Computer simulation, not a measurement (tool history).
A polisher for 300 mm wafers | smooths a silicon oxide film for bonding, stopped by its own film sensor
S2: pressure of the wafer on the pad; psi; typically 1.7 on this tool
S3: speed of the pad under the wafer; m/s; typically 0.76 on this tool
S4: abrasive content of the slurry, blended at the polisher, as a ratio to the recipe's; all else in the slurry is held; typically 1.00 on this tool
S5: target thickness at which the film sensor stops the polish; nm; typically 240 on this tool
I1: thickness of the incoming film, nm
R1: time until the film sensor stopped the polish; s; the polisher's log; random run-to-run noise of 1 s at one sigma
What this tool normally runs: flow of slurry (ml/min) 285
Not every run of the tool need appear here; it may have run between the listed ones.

Run 1, hour 0.0: usual settings; I1 279.0. Result: R1 72.8 s.
Run 2, hour 48.2: usual settings; I1 278.0. Result: R1 71.9 s.
Run 3, hour 129.0: usual settings; I1 279.6. Result: R1 76.0 s.
At hour 270.7: slurry nozzle cleaned.
At hour 378.7: slurry blender recalibrated.
Run 4, hour 394.8: usual settings; I1 278.1. Result: R1 72.0 s.
Run 5, hour 454.7: usual settings but S2 2.1 psi, S4 1.15; I1 277.7. Result: R1 54.7 s.
At hour 473.0: head pressure recalibrated.
At hour 504.1: worn pad replaced by a new one.
Run 6, hour 556.2: usual settings but S4 0.80; I1 285.8. Result: R1 93.4 s.
Run 7, hour 602.0: usual settings but S4 0.80; I1 280.4. Result: R1 84.2 s.
Run 8, hour 685.4: usual settings but S4 0.80; I1 279.3. Result: R1 78.4 s.
Run 9, hour 756.3: usual settings but S3 0.70 m/s, S5 248 nm; I1 277.4. Result: R1 57.8 s.
Run 10, hour 828.3: usual settings but S3 0.70 m/s, S5 248 nm; I1 284.0. Result: R1 71.8 s.
Run 11, hour 876.7: usual settings but S3 0.70 m/s, S5 248 nm; I1 282.9. Result: R1 72.7 s.
At hour 950.6: slurry nozzle cleaned.
Run 12, hour 964.6: usual settings but S4 1.15; I1 280.0. Result: R1 70.6 s.
At hour 1007.4: slurry blender recalibrated.
Run 13, hour 1057.7: usual settings; I1 280.0. Result: R1 76.0 s.
At hour 1080.8: worn pad replaced by a new one, of another model than before.
Run 14, hour 1155.0: usual settings but S2 1.2 psi; I1 281.5. Result: R1 96.6 s.
Run 15, hour 1211.1: usual settings; I1 282.9. Result: R1 81.7 s.
Run 16, hour 1254.0: usual settings; I1 274.7. Result: R1 63.7 s.
Run 17, hour 1344.9: usual settings but S2 1.4 psi; I1 282.7. Result: R1 89.8 s.
Run 18, hour 1416.8: usual settings but flow of slurry (ml/min) 350, S2 2.0 psi, S3 0.60 m/s, S5 245 nm; I1 276.8. Result: R1 57.1 s.
At hour 1586.9: slurry blender recalibrated.
Run 19, hour 1592.7: usual settings but S2 1.1 psi, S3 0.60 m/s; I1 282.4. Result: R1 116.4 s.
At hour 1658.8: slurry nozzle cleaned.
Run 20, hour 1661.0: usual settings but S3 0.94 m/s, S5 251 nm; I1 279.6. Result: R1 47.5 s.
At hour 1680.3: worn pad replaced by a new one.
Run 21, hour 1727.3: usual settings but S3 0.90 m/s, S5 228 nm; I1 283.0. Result: R1 95.2 s.
Run 22, hour 1776.5: usual settings but flow of slurry (ml/min) 335, S2 1.4 psi, S3 0.56 m/s, S5 246 nm; I1 276.9. Result: R1 72.0 s.
Run 23, hour 1873.3: usual settings; I1 283.7. Result: R1 79.5 s.
At hour 1921.8: head pressure recalibrated.
Run 24, hour 1929.9: usual settings; I1 282.4. Result: R1 78.2 s.
Run 25, hour 2021.7: usual settings; I1 276.7. Result: R1 66.7 s.
Run 26, hour 2087.3: usual settings but S5 226 nm; I1 280.2. Result: R1 101.8 s.
At hour 2132.4: slurry blender recalibrated.
Run 27, hour 2143.7: usual settings but S2 1.9 psi, S3 0.50 m/s, S4 0.80, S5 244 nm; I1 279.6. Result: R1 80.6 s.
Run 28, hour 2225.8: usual settings but S4 0.90; I1 283.3. Result: R1 86.9 s.
At hour 2254.1: worn pad replaced by a new one.
Run 29, hour 2307.4: usual settings but flow of slurry (ml/min) 345, S2 1.5 psi, S3 0.62 m/s, S5 236 nm; I1 284.2. Result: R1 106.0 s.
Run 30, hour 2381.9: usual settings but flow of slurry (ml/min) 380, S5 228 nm; I1 281.6. Result: R1 99.2 s.

Consider 4 possible next runs. They are alternatives, not a sequence: every one starts from the tool as it was left by run 30. What does each give?
Run A, hour 2382.4: usual settings; I1 281.6. Result: R1 ?.
Run B, hour 2382.4: usual settings but flow of slurry (ml/min) 375, S3 0.94 m/s; I1 281.6. Result: R1 ?.
Run C, hour 2382.4: usual settings but flow of slurry (ml/min) 340, S2 1.5 psi, S3 0.86 m/s, S5 250 nm; I1 281.6. Result: R1 ?.
Run D, hour 2382.4: usual settings but flow of slurry (ml/min) 215, S4 0.85; I1 281.6. Result: R1 ?.

run    R1
  A  80.8
  B  71.6
  C  61.9
  D  89.3
Without the tool's unlogged condition, the same runs would have read:
run    R1
  A  77.5
  B  69.1
  C  59.7
  D  84.9

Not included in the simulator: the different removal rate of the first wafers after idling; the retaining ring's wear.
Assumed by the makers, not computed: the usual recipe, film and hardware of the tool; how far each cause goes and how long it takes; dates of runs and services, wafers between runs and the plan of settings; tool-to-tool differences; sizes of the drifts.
